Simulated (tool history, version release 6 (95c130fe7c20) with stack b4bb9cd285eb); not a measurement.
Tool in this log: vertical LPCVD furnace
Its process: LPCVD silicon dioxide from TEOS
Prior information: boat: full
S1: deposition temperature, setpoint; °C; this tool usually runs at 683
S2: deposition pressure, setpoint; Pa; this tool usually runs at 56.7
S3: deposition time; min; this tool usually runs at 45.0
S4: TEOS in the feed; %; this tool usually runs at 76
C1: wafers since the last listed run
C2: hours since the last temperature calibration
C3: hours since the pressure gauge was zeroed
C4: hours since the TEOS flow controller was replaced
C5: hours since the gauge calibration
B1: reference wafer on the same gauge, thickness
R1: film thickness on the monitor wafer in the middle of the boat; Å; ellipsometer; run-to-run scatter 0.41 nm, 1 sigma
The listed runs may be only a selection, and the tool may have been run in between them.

run,hour,S1,S2,S3,S4,C1,C2,C3,C4,C5,B1,R1
1,0.0,683,56.7,39.5,76,0,3972.2,3831.2,2433.3,148.6,300.84,2609.1
2,11.2,683,56.7,39.5,76,171,3983.4,3842.4,2444.5,159.8,300.88,2609.6
3,21.8,683,56.7,45.0,76,162,3994.0,3853.0,2455.1,170.4,301.00,2967.4
4,37.5,683,56.7,45.0,76,240,4009.7,3868.7,2470.8,186.1,300.99,2960.9
5,54.3,683,56.7,45.0,76,257,4026.5,3885.5,2487.6,202.9,301.04,2973.4
6,64.5,683,56.7,45.0,76,156,4036.7,3895.7,2497.8,213.1,300.98,2971.9
7,76.3,683,56.7,45.0,76,180,4048.5,3907.5,2509.6,224.9,301.00,2967.9
8,87.0,683,56.7,45.0,76,164,4059.2,3918.2,2520.3,235.6,300.84,2976.1
# hour 98.9: gauge calibrated
9,101.3,683,56.7,45.0,76,219,4073.5,3932.5,2534.6,2.4,301.31,2979.8
10,108.4,683,56.7,45.0,76,108,4080.6,3939.6,2541.7,9.5,301.04,2975.5
# hour 133.7: TEOS flow controller replaced
11,134.2,683,56.7,45.0,76,27,4106.4,3965.4,0.5,35.3,301.07,2988.7
12,138.6,692,56.7,62.5,76,67,4110.8,3969.8,4.9,39.7,300.94,5115.6
13,147.5,694,66.0,60.5,69,136,4119.7,3978.7,13.8,48.6,300.92,5339.5
14,163.4,683,64.0,45.0,80,243,4135.6,3994.6,29.7,64.5,300.88,3252.1
15,172.8,680,56.7,45.0,76,144,4145.0,4004.0,39.1,73.9,301.12,2777.2
16,183.5,673,56.7,45.0,83,164,4155.7,4014.7,49.8,84.6,301.04,2445.7
# hour 215.2: thermocouples replaced and temperature profile calibrated
# hour 218.6: pressure gauge zeroed
17,219.2,683,56.7,45.0,76,127,4.0,0.6,85.5,120.3,300.93,2763.2
18,228.4,683,56.7,58.5,87,141,13.2,9.8,94.7,129.5,301.14,3848.8
19,245.4,683,56.7,45.0,76,260,30.2,26.8,111.7,146.5,300.92,2754.3
20,260.1,688,47.3,32.5,88,225,44.9,41.5,126.4,161.2,300.99,2218.5
21,272.2,680,56.7,40.0,80,185,57.0,53.6,138.5,173.3,300.85,2346.4
22,280.8,692,44.7,45.0,85,131,65.6,62.2,147.1,181.9,300.93,3208.1

The same runs without the tool's hidden state, with the same run-to-run variation:
The hidden state here: true tube temperature minus thermocouple reading, K; true pressure minus gauge reading, mTorr; deviation of the TEOS flow from its setpoint, %; gauge reads high (%).
run,R1
1,2397.3
2,2397.2
3,2725.2
4,2718.4
5,2728.9
6,2726.9
7,2722.6
8,2729.4
9,2732.0
10,2727.7
11,2738.3
12,4694.2
13,4900.5
14,2977.8
15,2541.0
16,2234.2
17,2730.2
18,3802.0
19,2719.8
20,2190.4
21,2315.5
22,3166.3
